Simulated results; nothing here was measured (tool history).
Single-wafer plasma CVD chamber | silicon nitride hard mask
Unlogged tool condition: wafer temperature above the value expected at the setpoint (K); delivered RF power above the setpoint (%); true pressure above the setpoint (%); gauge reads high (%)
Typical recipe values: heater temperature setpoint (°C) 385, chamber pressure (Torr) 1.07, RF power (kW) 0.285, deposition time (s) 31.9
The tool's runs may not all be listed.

| run | hour | heater temperature setpoint (°C) | chamber pressure (Torr) | RF power (kW) | deposition time (s) | wafers since the last listed run | hours since the last thermocouple change | hours since the last RF generator calibration | hours since the last manometer calibration | hours since the showerhead was replaced | hours since the gauge calibration | read-back reference wafer on the same gauge, thickness_nm | mean film thickness on the monitor wafer (Å) |
|---|---|---|---|---|---|---|---|---|---|---|---|---|---|
| 1 | 0.0 | 385 | 1.07 | 0.285 | 31.9 | 0 | 786.7 | 1495.5 | 558.5 | 7226.0 | 270.5 | 34.985 | 300.42 |
| 2 | 31.3 | 385 | 1.07 | 0.285 | 31.9 | 951 | 818.0 | 1526.8 | 589.8 | 7257.3 | 301.8 | 34.943 | 299.05 |
| 3 | 64.2 | 385 | 1.07 | 0.285 | 31.9 | 1000 | 850.9 | 1559.7 | 622.7 | 7290.2 | 334.7 | 35.027 | 302.69 |
| 4 | 86.3 | 385 | 1.07 | 0.285 | 27.6 | 671 | 873.0 | 1581.8 | 644.8 | 7312.3 | 356.8 | 34.947 | 261.79 |
| 5 | 103.7 | 385 | 1.07 | 0.285 | 27.6 | 528 | 890.4 | 1599.2 | 662.2 | 7329.7 | 374.2 | 35.017 | 259.97 |
| 6 | 129.1 | 385 | 1.07 | 0.285 | 27.6 | 772 | 915.8 | 1624.6 | 687.6 | 7355.1 | 399.6 | 34.986 | 260.10 |
| 7 | 160.6 | 385 | 1.07 | 0.285 | 31.9 | 957 | 947.3 | 1656.1 | 719.1 | 7386.6 | 431.1 | 34.986 | 299.19 |
| 8 | 191.0 | 385 | 1.07 | 0.285 | 31.9 | 924 | 977.7 | 1686.5 | 749.5 | 7417.0 | 461.5 | 35.050 | 300.66 |
|  | 256.0 | gauge calibrated |
|  | 263.9 | thermocouple changed; heater temperature recalibrated |
| 9 | 267.0 | 385 | 1.07 | 0.285 | 31.9 | 2066 | 3.1 | 1762.5 | 825.5 | 7493.0 | 11.0 | 34.992 | 300.93 |
| 10 | 284.0 | 385 | 1.07 | 0.285 | 31.9 | 516 | 20.1 | 1779.5 | 842.5 | 7510.0 | 28.0 | 35.041 | 300.81 |
| 11 | 299.5 | 385 | 1.07 | 0.285 | 31.9 | 471 | 35.6 | 1795.0 | 858.0 | 7525.5 | 43.5 | 34.978 | 301.84 |
| 12 | 320.2 | 385 | 1.07 | 0.285 | 27.5 | 629 | 56.3 | 1815.7 | 878.7 | 7546.2 | 64.2 | 34.993 | 260.02 |
| 13 | 339.5 | 385 | 1.07 | 0.285 | 31.9 | 586 | 75.6 | 1835.0 | 898.0 | 7565.5 | 83.5 | 34.963 | 299.17 |
| 14 | 358.2 | 385 | 1.07 | 0.285 | 31.9 | 568 | 94.3 | 1853.7 | 916.7 | 7584.2 | 102.2 | 35.022 | 299.40 |
| 15 | 378.8 | 385 | 1.07 | 0.285 | 31.9 | 626 | 114.9 | 1874.3 | 937.3 | 7604.8 | 122.8 | 35.003 | 296.90 |
| 16 | 404.7 | 385 | 1.07 | 0.315 | 26.5 | 787 | 140.8 | 1900.2 | 963.2 | 7630.7 | 148.7 | 35.020 | 268.64 |
| 17 | 430.0 | 385 | 1.20 | 0.285 | 31.9 | 769 | 166.1 | 1925.5 | 988.5 | 7656.0 | 174.0 | 34.994 | 314.51 |
| 18 | 445.9 | 385 | 0.94 | 0.285 | 31.9 | 483 | 182.0 | 1941.4 | 1004.4 | 7671.9 | 189.9 | 35.026 | 283.59 |
| 19 | 461.0 | 385 | 1.17 | 0.285 | 35.0 | 458 | 197.1 | 1956.5 | 1019.5 | 7687.0 | 205.0 | 35.009 | 339.00 |
|  | 472.4 | showerhead replaced |
| 20 | 474.0 | 399 | 1.07 | 0.285 | 31.9 | 151 | 210.1 | 1969.5 | 1032.5 | 1.6 | 218.0 | 34.995 | 296.54 |
|  | 487.0 | capacitance manometer re-zeroed and calibrated |
|  | 548.5 | RF generator calibrated |
| 21 | 549.0 | 385 | 1.07 | 0.285 | 36.2 | 1793 | 285.1 | 0.5 | 62.0 | 76.6 | 293.0 | 34.992 | 350.18 |
| 22 | 560.1 | 385 | 1.07 | 0.285 | 31.9 | 337 | 296.2 | 11.6 | 73.1 | 87.7 | 304.1 | 35.033 | 308.95 |
| 23 | 575.3 | 394 | 1.07 | 0.230 | 31.9 | 462 | 311.4 | 26.8 | 88.3 | 102.9 | 319.3 | 35.007 | 258.28 |
| 24 | 598.0 | 379 | 1.15 | 0.270 | 34.6 | 689 | 334.1 | 49.5 | 111.0 | 125.6 | 342.0 | 35.030 | 329.02 |
| 25 | 630.6 | 385 | 1.07 | 0.285 | 31.9 | 990 | 366.7 | 82.1 | 143.6 | 158.2 | 374.6 | 35.004 | 304.74 |
| 26 | 656.8 | 398 | 1.07 | 0.285 | 31.9 | 796 | 392.9 | 108.3 | 169.8 | 184.4 | 400.8 | 35.028 | 304.45 |
| 27 | 672.6 | 396 | 0.88 | 0.285 | 31.9 | 480 | 408.7 | 124.1 | 185.6 | 200.2 | 416.6 | 34.988 | 281.87 |
| 28 | 697.3 | 385 | 1.07 | 0.285 | 31.9 | 750 | 433.4 | 148.8 | 210.3 | 224.9 | 441.3 | 34.978 | 303.13 |

Selected run-to-run steps in mean film thickness on the monitor wafer (Å), each split into two signed amounts: the part the tool would show with no hidden state at all (from settings, incoming material and random variation), and the remainder, which goes to the hidden state together with any gauge scatter not common to the measured and the hidden-state-free results:
Run 6 -> 7: deposition time (s) 27.6 -> 31.9. mean film thickness on the monitor wafer (Å) +39.09: hidden state -1.16, all else +40.25.
Run 18 -> 19: chamber pressure (Torr) 0.94 -> 1.17, deposition time (s) 31.9 -> 35.0. mean film thickness on the monitor wafer (Å) +55.41: hidden state -0.44, all else +55.85.
Run 20 -> 21: heater temperature setpoint (°C) 399 -> 385, deposition time (s) 31.9 -> 36.2, capacitance manometer re-zeroed and calibrated, RF generator calibrated. mean film thickness on the monitor wafer (Å) +53.64: hidden state +7.10, all else +46.54.
Run 23 -> 24: heater temperature setpoint (°C) 394 -> 379, chamber pressure (Torr) 1.07 -> 1.15, RF power (kW) 0.230 -> 0.270, deposition time (s) 31.9 -> 34.6. mean film thickness on the monitor wafer (Å) +70.74: hidden state -1.00, all else +71.74.

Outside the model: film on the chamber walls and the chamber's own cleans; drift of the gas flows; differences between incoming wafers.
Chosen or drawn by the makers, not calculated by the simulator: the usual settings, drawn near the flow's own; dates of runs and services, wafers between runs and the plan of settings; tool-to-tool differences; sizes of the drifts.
